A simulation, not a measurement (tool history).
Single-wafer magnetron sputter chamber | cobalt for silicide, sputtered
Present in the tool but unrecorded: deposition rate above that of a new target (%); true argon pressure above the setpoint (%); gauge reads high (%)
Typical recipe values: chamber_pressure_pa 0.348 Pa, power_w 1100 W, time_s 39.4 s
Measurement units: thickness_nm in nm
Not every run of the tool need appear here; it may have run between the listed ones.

run,hour,chamber_pressure_pa,power_w,time_s,wafers since the last listed run,wafers on the sputter target,hours since the last manometer calibration,hours since the magnet pack was replaced,hours since the gauge calibration,"read-back reference wafer on the same gauge, thickness_nm",thickness_nm
1,0,0.348,1100,39.4,0,3252,1034.7,4585.6,365.9,20.084,20.938
# hour 22.8: sputter target and shields replaced
2,23.3,0.41,1100,42.8,352,11,1058,4608.9,389.2,20.094,22.76
3,71.4,0.348,1100,39.4,1107,1119,1106.1,4657,437.3,20.095,21.282
4,101.2,0.348,1100,39.4,686,1805,1135.9,4686.8,467.1,20.088,21.133
5,128.7,0.348,1100,39.4,633,2438,1163.4,4714.3,494.6,20.116,21.036
# hour 169.9: sputter target and shields replaced
6,170.4,0.403,1100,39.4,775,12,1205.1,4756,536.3,20.108,20.892
7,178,0.456,1100,39.4,174,187,1212.7,4763.6,543.9,20.095,20.785
8,205.4,0.456,1100,39.4,630,817,1240.1,4791,571.3,20.116,20.656
9,221.6,0.348,1100,39.4,372,1190,1256.3,4807.2,587.5,20.105,21.112
10,237.8,0.449,1100,39.4,372,1563,1272.5,4823.4,603.7,20.081,20.5
11,257.4,0.449,1100,39.4,451,2015,1292.1,4843,623.3,20.132,20.558
12,289.9,0.286,1100,34.4,748,2763,1324.6,4875.5,655.8,20.092,18.401
13,312,0.286,1100,34.4,508,3272,1346.7,4897.6,677.9,20.102,18.375
# hour 346.6: sputter target and shields replaced
14,366.1,0.348,1100,43.4,1061,449,1400.8,4951.7,732,20.102,23.445
# hour 374.8: capacitance manometer re-zeroed and calibrated
15,399.7,0.348,1100,43.4,589,1039,24.9,4985.3,765.6,20.097,23.254
16,430.3,0.481,1100,39.4,704,1743,55.5,5015.9,796.2,20.114,20.345
17,443.2,0.211,1300,35.2,297,2040,68.4,5028.8,809.1,20.1,22.838
18,472.4,0.348,850,31.8,672,2713,97.6,5058,838.3,20.122,13.047
# hour 512.2: sputter target and shields replaced
19,512.7,0.435,850,33.6,743,11,137.9,5098.3,878.6,20.103,13.736
20,533.9,0.255,950,33,488,500,159.1,5119.5,899.8,20.118,15.715
21,555.7,0.232,1100,46.1,501,1001,180.9,5141.3,921.6,20.111,25.318
22,569.5,0.348,1250,32.1,317,1319,194.7,5155.1,935.4,20.092,19.593
# hour 578.8: gauge calibrated
23,603.7,0.348,1100,39.4,787,2107,228.9,5189.3,24.9,20.13,20.977
24,636.9,0.348,1050,42.7,764,2871,262.1,5222.5,58.1,20.107,21.505
25,672.1,0.348,1100,39.4,810,3681,297.3,5257.7,93.3,20.107,20.73
# hour 680.9: magnet pack replaced
# hour 684.1: sputter target and shields replaced
26,706.5,0.348,1100,39.4,533,514,331.7,25.6,127.7,20.115,21.29
27,733.6,0.348,1100,34.9,623,1138,358.8,52.7,154.8,20.099,18.73
28,758.3,0.396,950,34.2,568,1707,383.5,77.4,179.5,20.076,15.69
29,794.2,0.239,900,39.4,826,2534,419.4,113.3,215.4,20.131,17.532
# hour 834.8: sputter target and shields replaced
30,835.3,0.481,1100,39.4,762,11,460.5,154.4,256.5,20.098,20.659
31,853.5,0.485,950,39.4,419,430,478.7,172.6,274.7,20.086,17.793

Measured less the same run without the tool's hidden state. The same run-to-run variation is in both; the gauge's scatter may not be:
run,thickness_nm
1,-0.466
2,-0.003
3,-0.15
4,-0.241
5,-0.325
6,-0.071
7,-0.094
8,-0.175
9,-0.229
10,-0.27
11,-0.331
12,-0.385
13,-0.445
14,-0.161
15,-0.273
16,-0.33
17,-0.415
18,-0.293
19,-0.074
20,-0.133
21,-0.295
22,-0.268
23,-0.392
24,-0.509
25,-0.6
26,-0.104
27,-0.164
28,-0.195
29,-0.31
30,-0.042
31,-0.082

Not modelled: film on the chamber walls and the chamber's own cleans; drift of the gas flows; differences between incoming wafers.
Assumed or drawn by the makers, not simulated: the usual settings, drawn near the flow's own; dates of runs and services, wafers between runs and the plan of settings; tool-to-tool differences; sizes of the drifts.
